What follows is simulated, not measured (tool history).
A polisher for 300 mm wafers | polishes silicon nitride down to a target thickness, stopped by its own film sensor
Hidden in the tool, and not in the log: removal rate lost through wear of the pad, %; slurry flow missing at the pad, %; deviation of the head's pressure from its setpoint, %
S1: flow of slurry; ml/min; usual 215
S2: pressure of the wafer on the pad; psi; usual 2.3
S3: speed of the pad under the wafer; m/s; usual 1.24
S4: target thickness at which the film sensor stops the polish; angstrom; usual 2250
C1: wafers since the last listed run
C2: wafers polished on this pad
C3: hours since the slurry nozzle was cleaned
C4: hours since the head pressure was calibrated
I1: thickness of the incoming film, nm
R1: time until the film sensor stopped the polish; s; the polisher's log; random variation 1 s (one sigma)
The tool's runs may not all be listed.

run 1 day=0 | S1=215 S2=2.3 S3=1.24 S4=2250 | C1=0 C2=2374 C3=762.2 C4=525.6 | I1=331.2 | R1=92.2
-- day=2.138 slurry nozzle cleaned
run 2 day=2.392 | S1=215 S2=2.3 S3=1.24 S4=2250 | C1=449 C2=2824 C3=6.1 C4=583 | I1=334.6 | R1=97.6
-- day=3.946 worn pad replaced by a new one
run 3 day=5.288 | S1=215 S2=2.3 S3=1.24 S4=2250 | C1=522 C2=257 C3=75.6 C4=652.5 | I1=326.8 | R1=81.7
run 4 day=7.517 | S1=215 S2=2.3 S3=1.24 S4=2250 | C1=426 C2=683 C3=129.1 C4=706 | I1=331.8 | R1=87
run 5 day=10.233 | S1=215 S2=2.3 S3=1.24 S4=2250 | C1=519 C2=1203 C3=194.3 C4=771.2 | I1=326.5 | R1=86.8
run 6 day=14.383 | S1=215 S2=2.3 S3=1.24 S4=2250 | C1=794 C2=1997 C3=293.9 C4=870.8 | I1=330.9 | R1=94
run 7 day=18 | S1=215 S2=2.3 S3=1.24 S4=2250 | C1=692 C2=2690 C3=380.7 C4=957.6 | I1=328.9 | R1=91.2
-- day=18.267 head pressure recalibrated
run 8 day=20.4 | S1=215 S2=2.3 S3=1.24 S4=2250 | C1=443 C2=3133 C3=438.3 C4=51.2 | I1=333.9 | R1=96.3
-- day=22.817 worn pad replaced by a new one
run 9 day=24.667 | S1=215 S2=2.3 S3=1.24 S4=2380 | C1=784 C2=354 C3=540.7 C4=153.6 | I1=323.5 | R1=69.6
run 10 day=28.658 | S1=215 S2=2.3 S3=1.24 S4=2380 | C1=763 C2=1118 C3=636.5 C4=249.4 | I1=331.1 | R1=78.4
run 11 day=32.042 | S1=215 S2=2.3 S3=1.24 S4=2380 | C1=647 C2=1765 C3=717.7 C4=330.6 | I1=324.1 | R1=74.2
-- day=32.217 slurry nozzle cleaned
run 12 day=34.167 | S1=215 S2=2.3 S3=1.24 S4=2010 | C1=398 C2=2164 C3=46.8 C4=381.6 | I1=331 | R1=114.7
run 13 day=36.229 | S1=215 S2=2.3 S3=1.24 S4=2010 | C1=394 C2=2559 C3=96.3 C4=431.1 | I1=331.1 | R1=114.7
-- day=37.65 worn pad replaced by a new one
run 14 day=39.575 | S1=215 S2=2.3 S3=1.24 S4=2250 | C1=608 C2=368 C3=176.6 C4=511.4 | I1=327.1 | R1=79.7
run 15 day=47.954 | S1=215 S2=2.3 S3=1.24 S4=2250 | C1=1603 C2=1971 C3=377.7 C4=712.5 | I1=333.7 | R1=94.7
run 16 day=50.525 | S1=215 S2=2.3 S3=1.24 S4=2080 | C1=492 C2=2463 C3=439.4 C4=774.2 | I1=327.7 | R1=105.4
run 17 day=53.225 | S1=215 S2=1.8 S3=1.24 S4=2250 | C1=516 C2=2980 C3=504.2 C4=839 | I1=330.1 | R1=113.1
-- day=55.971 worn pad replaced by a new one
-- day=64.908 head pressure recalibrated
run 18 day=65.742 | S1=165 S2=2.3 S3=1.5 S4=2600 | C1=2347 C2=1853 C3=804.6 C4=20 | I1=324.4 | R1=51.1
-- day=67.442 slurry nozzle cleaned
run 19 day=67.812 | S1=285 S2=2 S3=1.54 S4=2050 | C1=388 C2=2242 C3=8.9 C4=69.7 | I1=330.8 | R1=103.4
run 20 day=70.196 | S1=155 S2=1.9 S3=1.06 S4=2520 | C1=456 C2=2698 C3=66.1 C4=126.9 | I1=327.2 | R1=88.7
run 21 day=72.888 | S1=175 S2=2.8 S3=1.1 S4=2250 | C1=515 C2=3213 C3=130.7 C4=191.5 | I1=328 | R1=84.2
-- day=73.258 worn pad replaced by a new one
run 22 day=74.704 | S1=285 S2=2.3 S3=1.24 S4=2530 | C1=315 C2=276 C3=174.3 C4=235.1 | I1=327.8 | R1=58.4
run 23 day=77.279 | S1=155 S2=2.3 S3=1.24 S4=2250 | C1=492 C2=769 C3=236.1 C4=296.9 | I1=331.1 | R1=92.4
run 24 day=79.1 | S1=155 S2=1.5 S3=1.46 S4=2010 | C1=348 C2=1118 C3=279.8 C4=340.6 | I1=330.6 | R1=145.3
run 25 day=81.671 | S1=215 S2=2.3 S3=1.24 S4=2250 | C1=492 C2=1610 C3=341.5 C4=402.3 | I1=334.2 | R1=90.6
run 26 day=83.962 | S1=215 S2=2.3 S3=1.24 S4=2250 | C1=438 C2=2048 C3=396.5 C4=457.3 | I1=324.8 | R1=87.9
run 27 day=86.771 | S1=250 S2=2 S3=1.24 S4=2250 | C1=537 C2=2586 C3=463.9 C4=524.7 | I1=331.7 | R1=103.1

Some steps in R1 between neighbouring runs. How much of each would the tool show without its hidden state too (settings, what came in, random variation), and how much is left for the hidden state, with any gauge scatter that isn't in both results?
Run 2 -> 3: worn pad replaced by a new one. R1 -15.9 s: hidden state -9.7, all else -6.2.
Run 13 -> 14: S4 2010 -> 2250, worn pad replaced by a new one. R1 -35 s: hidden state -10.2, all else -24.8.
Run 17 -> 18: S1 215 -> 165, S2 1.8 -> 2.3, S3 1.24 -> 1.5, S4 2250 -> 2600, worn pad replaced by a new one, head pressure recalibrated. R1 -62 s: hidden state -9.2, all else -52.8.
Run 24 -> 25: S1 155 -> 215, S2 1.5 -> 2.3, S3 1.46 -> 1.24, S4 2010 -> 2250. R1 -54.7 s: hidden state -3.4, all else -51.3.
